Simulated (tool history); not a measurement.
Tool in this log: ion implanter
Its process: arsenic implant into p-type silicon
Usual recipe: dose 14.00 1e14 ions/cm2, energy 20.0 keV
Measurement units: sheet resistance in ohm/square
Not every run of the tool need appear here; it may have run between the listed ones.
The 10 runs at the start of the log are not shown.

run,hour,dose,energy,"read-back reference wafer on the same gauge, sheet resistance",sheet resistance
11,291.0,16.03,20.0,84.92,97.24
# hour 331.4: extraction supply calibrated
12,357.2,16.03,20.0,85.00,96.82
13,382.0,16.03,20.0,85.05,96.76
14,395.1,14.00,20.0,85.00,100.60
15,429.5,14.00,20.0,84.98,100.54
16,442.6,12.74,17.5,85.01,107.47
17,476.1,14.00,16.0,85.00,106.73
18,497.9,16.05,20.0,84.96,96.63
# hour 532.1: Faraday cup replaced and dose calibrated
19,532.6,14.00,20.0,84.95,102.37
20,557.8,10.17,17.5,84.97,121.65
21,584.7,12.24,15.0,84.96,115.39
22,617.3,16.23,17.5,85.01,101.44
23,653.2,14.00,20.0,85.02,102.47
24,683.4,16.03,20.0,84.98,98.42
# hour 693.1: gauge calibrated
25,707.5,14.00,16.5,84.98,107.80
26,737.3,14.00,20.0,85.02,102.62
27,765.1,14.00,20.0,85.00,102.60

Run 28 is up next; what results do you expect?
28,842.9,14.00,20.0,?,?

read-back reference wafer on the same gauge, sheet resistance: 85.02
sheet resistance: 102.35 ohm/square
Were there no unlogged condition in the tool, this run, its random variation unchanged, would have produced sheet resistance 102.46 ohm/square.
